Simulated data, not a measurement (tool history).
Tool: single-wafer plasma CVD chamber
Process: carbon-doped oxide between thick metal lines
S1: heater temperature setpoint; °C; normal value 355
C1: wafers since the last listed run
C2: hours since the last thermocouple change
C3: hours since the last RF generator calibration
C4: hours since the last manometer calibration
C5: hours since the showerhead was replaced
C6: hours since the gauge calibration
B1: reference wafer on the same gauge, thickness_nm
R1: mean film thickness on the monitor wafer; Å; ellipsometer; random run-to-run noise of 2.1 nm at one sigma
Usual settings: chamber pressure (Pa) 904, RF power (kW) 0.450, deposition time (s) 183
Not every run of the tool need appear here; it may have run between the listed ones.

run 1 hour=0.0 | S1=355 chamber_pressure_(Pa)=904 RF_power_(kW)=0.450 deposition_time_(s)=183 | C1=0 C2=1684.3 C3=401.2 C4=1057.9 C5=5942.0 C6=430.3 | B1=1014.120 | R1=9090.99
-- hour=9.2 gauge calibrated
run 2 hour=59.3 | S1=355 chamber_pressure_(Pa)=904 RF_power_(kW)=0.450 deposition_time_(s)=183 | C1=671 C2=1743.6 C3=460.5 C4=1117.2 C5=6001.3 C6=50.1 | B1=1038.072 | R1=9299.84
run 3 hour=124.8 | S1=355 chamber_pressure_(Pa)=904 RF_power_(kW)=0.450 deposition_time_(s)=183 | C1=741 C2=1809.1 C3=526.0 C4=1182.7 C5=6066.8 C6=115.6 | B1=1037.622 | R1=9315.83
run 4 hour=163.1 | S1=355 chamber_pressure_(Pa)=904 RF_power_(kW)=0.450 deposition_time_(s)=183 | C1=433 C2=1847.4 C3=564.3 C4=1221.0 C5=6105.1 C6=153.9 | B1=1037.029 | R1=9274.52
run 5 hour=216.9 | S1=355 chamber_pressure_(Pa)=904 RF_power_(kW)=0.450 deposition_time_(s)=183 | C1=609 C2=1901.2 C3=618.1 C4=1274.8 C5=6158.9 C6=207.7 | B1=1034.966 | R1=9253.58
-- hour=269.9 capacitance manometer re-zeroed and calibrated
-- hour=274.5 thermocouple changed; heater temperature recalibrated
run 6 hour=283.3 | S1=355 chamber_pressure_(Pa)=904 RF_power_(kW)=0.450 deposition_time_(s)=183 | C1=609 C2=8.8 C3=684.5 C4=13.4 C5=6225.3 C6=274.1 | B1=1031.335 | R1=9236.68
run 7 hour=314.5 | S1=355 chamber_pressure_(Pa)=904 RF_power_(kW)=0.450 deposition_time_(s)=183 | C1=353 C2=40.0 C3=715.7 C4=44.6 C5=6256.5 C6=305.3 | B1=1029.704 | R1=9215.23
run 8 hour=377.1 | S1=370 chamber_pressure_(Pa)=816 RF_power_(kW)=0.400 deposition_time_(s)=183 | C1=708 C2=102.6 C3=778.3 C4=107.2 C5=6319.1 C6=367.9 | B1=1024.655 | R1=7777.48
-- hour=392.0 gauge calibrated
run 9 hour=442.6 | S1=355 chamber_pressure_(Pa)=904 RF_power_(kW)=0.450 deposition_time_(s)=183 | C1=741 C2=168.1 C3=843.8 C4=172.7 C5=6384.6 C6=50.6 | B1=1038.745 | R1=9283.29
run 10 hour=491.4 | S1=355 chamber_pressure_(Pa)=1048 RF_power_(kW)=0.450 deposition_time_(s)=183 | C1=552 C2=216.9 C3=892.6 C4=221.5 C5=6433.4 C6=99.4 | B1=1039.041 | R1=9363.76
run 11 hour=555.5 | S1=355 chamber_pressure_(Pa)=1039 RF_power_(kW)=0.415 deposition_time_(s)=183 | C1=725 C2=281.0 C3=956.7 C4=285.6 C5=6497.5 C6=163.5 | B1=1035.497 | R1=8630.64
-- hour=590.9 showerhead replaced
-- hour=592.8 RF generator calibrated
run 12 hour=602.0 | S1=347 chamber_pressure_(Pa)=904 RF_power_(kW)=0.475 deposition_time_(s)=167 | C1=413 C2=327.5 C3=9.2 C4=332.1 C5=11.1 C6=210.0 | B1=1034.764 | R1=9061.63
run 13 hour=664.8 | S1=365 chamber_pressure_(Pa)=904 RF_power_(kW)=0.450 deposition_time_(s)=195 | C1=711 C2=390.3 C3=72.0 C4=394.9 C5=73.9 C6=272.8 | B1=1030.699 | R1=9628.25
run 14 hour=709.8 | S1=347 chamber_pressure_(Pa)=1000 RF_power_(kW)=0.450 deposition_time_(s)=183 | C1=509 C2=435.3 C3=117.0 C4=439.9 C5=118.9 C6=317.8 | B1=1028.951 | R1=9445.87
run 15 hour=752.3 | S1=342 chamber_pressure_(Pa)=735 RF_power_(kW)=0.360 deposition_time_(s)=149 | C1=481 C2=477.8 C3=159.5 C4=482.4 C5=161.4 C6=360.3 | B1=1025.732 | R1=5968.86

Hidden state at the last listed run before each entry between runs and at the first one after, where it differs:
In the gap between runs 1 and 2: gauge calibrated (hour 9.2)
  gauge reads high (%): -2.13 -> 0.174
  what was measured, less what the result would be without the hidden state, R1: -198.16 -> +16.16 Å
In the gap between runs 5 and 6: capacitance manometer re-zeroed and calibrated (hour 269.9); thermocouple changed; heater temperature recalibrated (hour 274.5)
  gauge reads high (%): -0.237 -> -0.561
  what was measured, less what the result would be without the hidden state, R1: -22.01 -> -52.14 Å
In the gap between runs 8 and 9: gauge calibrated (hour 392.0)
  gauge reads high (%): -1.17 -> 0.175
  what was measured, less what the result would be without the hidden state, R1: -92.15 -> +16.25 Å
In the gap between runs 11 and 12: showerhead replaced (hour 590.9); RF generator calibrated (hour 592.8)
  gauge reads high (%): -0.0695 -> -0.245
  what was measured, less what the result would be without the hidden state, R1: -6.00 -> -22.29 Å
